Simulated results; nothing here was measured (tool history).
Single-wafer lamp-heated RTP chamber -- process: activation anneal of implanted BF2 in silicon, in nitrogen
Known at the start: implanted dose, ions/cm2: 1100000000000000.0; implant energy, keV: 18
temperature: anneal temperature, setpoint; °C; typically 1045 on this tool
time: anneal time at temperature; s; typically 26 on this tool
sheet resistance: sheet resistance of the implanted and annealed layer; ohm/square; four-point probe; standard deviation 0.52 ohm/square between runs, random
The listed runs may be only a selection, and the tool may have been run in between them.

run	day	temperature	time	read-back reference wafer on the same gauge, sheet resistance	sheet resistance
1	0	1023	35	151.92	145.87
# day 0.179: pyrometer window cleaned and pyrometer calibrated
# day 0.683: reflector plate cleaned
2	1.858	1023	35	152.02	150.48
3	3.838	1038	31	152.06	142.69
4	5.896	1045	15	151.99	151.23
5	8.679	1045	15	151.91	149.93
6	11.346	1045	26	152.09	140.51
7	15.054	1045	26	151.74	139.92
# day 17.75: pyrometer window cleaned and pyrometer calibrated
8	17.771	1032	31	152.08	143.56
9	20.588	1032	31	151.75	143.65
10	21.688	1059	15	152.09	138.54
11	23.146	1067	26	152.17	123.45
12	25.217	1067	26	152.03	122.45
13	28.083	1026	26	151.96	151.08
14	30.721	1045	21	151.85	142.11
# day 31.583: reflector plate cleaned
# day 32.492: pyrometer window cleaned and pyrometer calibrated
15	32.512	1045	21	152	146.52
# day 33.946: gauge calibrated
16	34.654	1045	21	152.11	145.61
17	35.758	1063	26	152.18	129.69
18	38.729	1063	26	151.98	128.52
19	40.317	1065	35	151.94	121.71
20	42.229	1062	15	152.15	137.94
21	45.042	1026	22	152.08	156.75
22	46.417	1045	26	152.01	139.79
# day 47.971: pyrometer window cleaned and pyrometer calibrated
23	49.312	1045	19	152.23	144.25
24	51.988	1059	15	152.14	139.95
25	54.283	1015	41	152.03	147.91
26	56.121	1025	37	151.96	144.03
27	57.258	1062	14	151.99	138.62
28	58.879	1045	26	151.94	138.63
29	60.992	1045	26	152.15	138.37
# day 62.338: reflector plate cleaned
# day 63.162: pyrometer window cleaned and pyrometer calibrated
30	63.633	1045	17	152.12	151.79
31	65.746	1056	15	151.86	144.08
32	68.604	1026	21	151.95	159.41
33	71.108	1045	26	152.04	140.91
34	72.229	1045	10	151.72	158.71
# day 73.675: gauge calibrated
35	74.138	1045	26	152.1	140.32
36	76.025	1058	12	152.15	144.63
37	78.462	1053	19	151.84	139.02

Pick out some run-to-run changes in sheet resistance. Of each, how much would a tool without hidden state show as well, from the settings, what came in and chance, and how much is left for the hidden state and any gauge scatter not in both results compared?
The tool's hidden condition here consists of: true wafer temperature minus pyrometer reading, K; wafer temperature error from the tarnished reflector plate, K; gauge reads high (%).
Run 1 -> 2: pyrometer window cleaned and pyrometer calibrated, reflector plate cleaned. sheet resistance +4.61 ohm/square: hidden state +5.04, all else -0.43.
Run 12 -> 13: temperature 1067 -> 1026. sheet resistance +28.63 ohm/square: hidden state -0.85, all else +29.48.
Run 14 -> 15: reflector plate cleaned, pyrometer window cleaned and pyrometer calibrated. sheet resistance +4.41 ohm/square: hidden state +5.15, all else -0.74.
Run 20 -> 21: temperature 1062 -> 1026, time 15 -> 22. sheet resistance +18.81 ohm/square: hidden state -1.78, all else +20.59.
Run 29 -> 30: time 26 -> 17, reflector plate cleaned, pyrometer window cleaned and pyrometer calibrated. sheet resistance +13.42 ohm/square: hidden state +4.51, all else +8.91.
Run 32 -> 33: temperature 1026 -> 1045, time 21 -> 26. sheet resistance -18.5 ohm/square: hidden state +0.24, all else -18.74.
